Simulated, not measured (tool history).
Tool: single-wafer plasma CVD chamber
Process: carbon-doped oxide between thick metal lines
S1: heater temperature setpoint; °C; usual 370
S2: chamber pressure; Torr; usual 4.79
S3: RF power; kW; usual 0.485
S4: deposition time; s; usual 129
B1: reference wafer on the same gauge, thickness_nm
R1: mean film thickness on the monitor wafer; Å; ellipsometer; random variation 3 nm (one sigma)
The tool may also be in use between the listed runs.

run,hour,S1,S2,S3,S4,B1,R1
1,0,370,3.86,0.485,129,693.498,5298.88
# hour 63.4: thermocouple changed; heater temperature recalibrated
2,98.7,370,4.79,0.485,129,692.529,5484.03
3,206.4,370,4.79,0.485,129,693.905,5464.7
4,256,370,4.79,0.485,117,693.128,4942.87
5,316.2,370,4.79,0.485,117,695.376,4900.26
# hour 332.5: RF generator calibrated
6,360.6,366,5.81,0.57,138,692.572,7297.22
7,404.9,357,4.79,0.485,103,695.78,4651.64
8,470.3,370,4.79,0.485,129,694.097,5598.28
9,512.6,370,4.79,0.435,129,694.763,4902.7
10,612.1,370,4.79,0.485,152,692.47,6438.91
# hour 690.5: showerhead replaced
11,714.2,380,4.79,0.485,129,693.303,5298.52
12,768.5,364,4.42,0.405,120,693.537,4049.8
# hour 829.8: capacitance manometer re-zeroed and calibrated
13,850.4,370,4.79,0.485,117,693.258,4890.16
14,920.9,370,4.34,0.485,129,693.967,5345.09
15,987.3,370,5.11,0.445,115,693.541,4381.93
# hour 1084.9: gauge calibrated
16,1240.7,378,4.22,0.555,149,695.163,6820.4
# hour 1251.5: RF generator calibrated
17,1295.1,370,4.79,0.485,129,694.154,5791.11
18,1375.5,370,4.79,0.485,129,693.471,5676.2
19,1465.6,356,5.6,0.485,129,692.942,5989.61
20,1538,370,5.32,0.485,129,695.106,5716.1
21,1592.5,363,4.46,0.56,129,693.568,6433.39
22,1687.2,370,4.79,0.54,145,692.817,6827.4
23,1752.8,370,5.85,0.54,112,694.823,5462.21
24,1849.8,359,4.43,0.545,117,694.084,5715.04
25,1957.5,370,5.98,0.445,147,694.048,5787.02
26,2017.3,358,5.24,0.4,151,693.167,5321.05
# hour 2057.2: capacitance manometer re-zeroed and calibrated
27,2069.7,370,4.79,0.485,129,694.264,5419.95
# hour 2174.5: RF generator calibrated
28,2328.3,370,4.79,0.485,129,695.011,5741.14

4 ways to go on from here, each from the tool as it stands after run 28. What would each give?
A,2328.7,370,4.79,0.485,129,?,?
B,2328.7,370,4.79,0.415,119,?,?
C,2328.7,365,4.79,0.46,129,?,?
D,2328.7,370,5.69,0.485,114,?,?

run,B1,R1
A,694.11,5680.35
B,694.11,4366.6
C,694.11,5427.7
D,694.11,5125.33
Without the tool's hidden state the same runs would have given:
run,R1
A,5832.33
B,4508.53
C,5596.6
D,5262.46

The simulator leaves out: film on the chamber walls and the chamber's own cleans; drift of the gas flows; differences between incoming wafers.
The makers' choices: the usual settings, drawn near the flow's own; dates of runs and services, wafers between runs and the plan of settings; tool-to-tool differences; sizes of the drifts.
